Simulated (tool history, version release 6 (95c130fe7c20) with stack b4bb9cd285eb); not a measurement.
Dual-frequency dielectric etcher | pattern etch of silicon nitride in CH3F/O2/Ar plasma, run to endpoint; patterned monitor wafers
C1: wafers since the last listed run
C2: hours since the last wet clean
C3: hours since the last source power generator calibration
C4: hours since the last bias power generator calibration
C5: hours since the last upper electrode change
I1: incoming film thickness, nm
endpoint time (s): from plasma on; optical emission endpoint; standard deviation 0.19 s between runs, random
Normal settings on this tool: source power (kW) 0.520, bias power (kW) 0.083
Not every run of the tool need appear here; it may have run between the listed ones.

run 1 hour=0.0 | source_power_(kW)=0.470 bias_power_(kW)=0.083 | C1=0 C2=375.4 C3=2314.2 C4=1600.7 C5=1761.9 | I1=55.8 | endpoint_time_(s)=63.9
-- hour=55.4 bias power generator calibrated
run 2 hour=64.0 | source_power_(kW)=0.470 bias_power_(kW)=0.083 | C1=782 C2=439.4 C3=2378.2 C4=8.6 C5=1825.9 | I1=55.0 | endpoint_time_(s)=62.2
run 3 hour=93.4 | source_power_(kW)=0.520 bias_power_(kW)=0.083 | C1=383 C2=468.8 C3=2407.6 C4=38.0 C5=1855.3 | I1=55.7 | endpoint_time_(s)=61.1
run 4 hour=128.5 | source_power_(kW)=0.520 bias_power_(kW)=0.083 | C1=457 C2=503.9 C3=2442.7 C4=73.1 C5=1890.4 | I1=55.0 | endpoint_time_(s)=60.4
-- hour=185.1 wet clean of the chamber
run 5 hour=194.7 | source_power_(kW)=0.520 bias_power_(kW)=0.083 | C1=550 C2=9.6 C3=2508.9 C4=139.3 C5=1956.6 | I1=55.5 | endpoint_time_(s)=61.0
run 6 hour=249.7 | source_power_(kW)=0.520 bias_power_(kW)=0.083 | C1=717 C2=64.6 C3=2563.9 C4=194.3 C5=2011.6 | I1=55.6 | endpoint_time_(s)=60.9
run 7 hour=303.1 | source_power_(kW)=0.520 bias_power_(kW)=0.083 | C1=696 C2=118.0 C3=2617.3 C4=247.7 C5=2065.0 | I1=55.0 | endpoint_time_(s)=60.6
run 8 hour=374.0 | source_power_(kW)=0.520 bias_power_(kW)=0.083 | C1=924 C2=188.9 C3=2688.2 C4=318.6 C5=2135.9 | I1=55.3 | endpoint_time_(s)=60.7
run 9 hour=419.6 | source_power_(kW)=0.520 bias_power_(kW)=0.083 | C1=594 C2=234.5 C3=2733.8 C4=364.2 C5=2181.5 | I1=55.3 | endpoint_time_(s)=60.7
-- hour=424.9 bias power generator calibrated, repeated, since the last time left the tool worse
run 10 hour=458.6 | source_power_(kW)=0.520 bias_power_(kW)=0.083 | C1=456 C2=273.5 C3=2772.8 C4=33.7 C5=2220.5 | I1=55.1 | endpoint_time_(s)=61.4
run 11 hour=514.6 | source_power_(kW)=0.520 bias_power_(kW)=0.083 | C1=730 C2=329.5 C3=2828.8 C4=89.7 C5=2276.5 | I1=55.9 | endpoint_time_(s)=62.4
run 12 hour=549.2 | source_power_(kW)=0.520 bias_power_(kW)=0.083 | C1=451 C2=364.1 C3=2863.4 C4=124.3 C5=2311.1 | I1=55.2 | endpoint_time_(s)=61.5
run 13 hour=602.3 | source_power_(kW)=0.520 bias_power_(kW)=0.083 | C1=692 C2=417.2 C3=2916.5 C4=177.4 C5=2364.2 | I1=55.3 | endpoint_time_(s)=62.1
-- hour=687.9 wet clean of the chamber
run 14 hour=688.4 | source_power_(kW)=0.520 bias_power_(kW)=0.083 | C1=809 C2=0.5 C3=3002.6 C4=263.5 C5=2450.3 | I1=55.8 | endpoint_time_(s)=62.4
-- hour=798.2 source power generator calibrated
-- hour=813.7 upper electrode replaced
run 15 hour=841.5 | source_power_(kW)=0.520 bias_power_(kW)=0.083 | C1=1742 C2=153.6 C3=43.3 C4=416.6 C5=27.8 | I1=55.3 | endpoint_time_(s)=61.6
run 16 hour=903.4 | source_power_(kW)=0.620 bias_power_(kW)=0.083 | C1=807 C2=215.5 C3=105.2 C4=478.5 C5=89.7 | I1=55.2 | endpoint_time_(s)=57.6
run 17 hour=961.1 | source_power_(kW)=0.600 bias_power_(kW)=0.103 | C1=752 C2=273.2 C3=162.9 C4=536.2 C5=147.4 | I1=55.3 | endpoint_time_(s)=54.7
run 18 hour=994.6 | source_power_(kW)=0.520 bias_power_(kW)=0.071 | C1=436 C2=306.7 C3=196.4 C4=569.7 C5=180.9 | I1=55.3 | endpoint_time_(s)=64.3
run 19 hour=1052.9 | source_power_(kW)=0.390 bias_power_(kW)=0.065 | C1=760 C2=365.0 C3=254.7 C4=628.0 C5=239.2 | I1=55.2 | endpoint_time_(s)=73.0
run 20 hour=1082.7 | source_power_(kW)=0.450 bias_power_(kW)=0.077 | C1=388 C2=394.8 C3=284.5 C4=657.8 C5=269.0 | I1=54.9 | endpoint_time_(s)=65.6
run 21 hour=1116.1 | source_power_(kW)=0.640 bias_power_(kW)=0.066 | C1=435 C2=428.2 C3=317.9 C4=691.2 C5=302.4 | I1=55.5 | endpoint_time_(s)=61.7
run 22 hour=1185.8 | source_power_(kW)=0.610 bias_power_(kW)=0.083 | C1=909 C2=497.9 C3=387.6 C4=760.9 C5=372.1 | I1=55.5 | endpoint_time_(s)=58.5
-- hour=1260.1 wet clean of the chamber
run 23 hour=1260.6 | source_power_(kW)=0.400 bias_power_(kW)=0.083 | C1=662 C2=0.5 C3=462.4 C4=835.7 C5=446.9 | I1=55.6 | endpoint_time_(s)=67.6
run 24 hour=1269.8 | source_power_(kW)=0.610 bias_power_(kW)=0.100 | C1=119 C2=9.7 C3=471.6 C4=844.9 C5=456.1 | I1=55.3 | endpoint_time_(s)=54.6
run 25 hour=1314.3 | source_power_(kW)=0.470 bias_power_(kW)=0.070 | C1=580 C2=54.2 C3=516.1 C4=889.4 C5=500.6 | I1=56.2 | endpoint_time_(s)=67.8
run 26 hour=1340.8 | source_power_(kW)=0.520 bias_power_(kW)=0.083 | C1=345 C2=80.7 C3=542.6 C4=915.9 C5=527.1 | I1=55.8 | endpoint_time_(s)=62.0
run 27 hour=1488.3 | source_power_(kW)=0.400 bias_power_(kW)=0.092 | C1=1923 C2=228.2 C3=690.1 C4=1063.4 C5=674.6 | I1=55.7 | endpoint_time_(s)=65.4
run 28 hour=1547.1 | source_power_(kW)=0.590 bias_power_(kW)=0.083 | C1=766 C2=287.0 C3=748.9 C4=1122.2 C5=733.4 | I1=55.9 | endpoint_time_(s)=59.4
run 29 hour=1616.3 | source_power_(kW)=0.440 bias_power_(kW)=0.083 | C1=902 C2=356.2 C3=818.1 C4=1191.4 C5=802.6 | I1=55.4 | endpoint_time_(s)=64.8
run 30 hour=1677.5 | source_power_(kW)=0.480 bias_power_(kW)=0.094 | C1=798 C2=417.4 C3=879.3 C4=1252.6 C5=863.8 | I1=55.7 | endpoint_time_(s)=60.9
run 31 hour=1729.1 | source_power_(kW)=0.520 bias_power_(kW)=0.066 | C1=673 C2=469.0 C3=930.9 C4=1304.2 C5=915.4 | I1=56.0 | endpoint_time_(s)=66.4
-- hour=1788.5 bias power generator calibrated
-- hour=1807.2 wet clean of the chamber
run 32 hour=1807.7 | source_power_(kW)=0.520 bias_power_(kW)=0.083 | C1=728 C2=0.5 C3=1009.5 C4=19.2 C5=994.0 | I1=55.9 | endpoint_time_(s)=62.6
run 33 hour=1837.7 | source_power_(kW)=0.520 bias_power_(kW)=0.083 | C1=391 C2=30.5 C3=1039.5 C4=49.2 C5=1024.0 | I1=55.5 | endpoint_time_(s)=62.3
run 34 hour=1904.2 | source_power_(kW)=0.570 bias_power_(kW)=0.091 | C1=867 C2=97.0 C3=1106.0 C4=115.7 C5=1090.5 | I1=55.7 | endpoint_time_(s)=58.6

Predict each of these 5 candidate next runs independently; none follows another, all start after run 34:
run A hour=1904.6 | source_power_(kW)=0.630 bias_power_(kW)=0.083 | C1=5 C2=97.4 C3=1106.4 C4=116.1 C5=1090.9 | I1=55.8 | endpoint_time_(s)=?
run B hour=1904.6 | source_power_(kW)=0.410 bias_power_(kW)=0.095 | C1=5 C2=97.4 C3=1106.4 C4=116.1 C5=1090.9 | I1=55.8 | endpoint_time_(s)=?
run C hour=1904.6 | source_power_(kW)=0.640 bias_power_(kW)=0.090 | C1=5 C2=97.4 C3=1106.4 C4=116.1 C5=1090.9 | I1=55.8 | endpoint_time_(s)=?
run D hour=1904.6 | source_power_(kW)=0.430 bias_power_(kW)=0.083 | C1=5 C2=97.4 C3=1106.4 C4=116.1 C5=1090.9 | I1=55.8 | endpoint_time_(s)=?
run E hour=1904.6 | source_power_(kW)=0.390 bias_power_(kW)=0.075 | C1=5 C2=97.4 C3=1106.4 C4=116.1 C5=1090.9 | I1=55.8 | endpoint_time_(s)=?

run=A endpoint_time_(s)=58.1
run=B endpoint_time_(s)=64.4
run=C endpoint_time_(s)=56.4
run=D endpoint_time_(s)=66.2
run=E endpoint_time_(s)=70.6
Without the tool's unlogged condition, the same runs would have read:
run=A endpoint_time_(s)=58.3
run=B endpoint_time_(s)=64.6
run=C endpoint_time_(s)=56.6
run=D endpoint_time_(s)=66.4
run=E endpoint_time_(s)=70.8
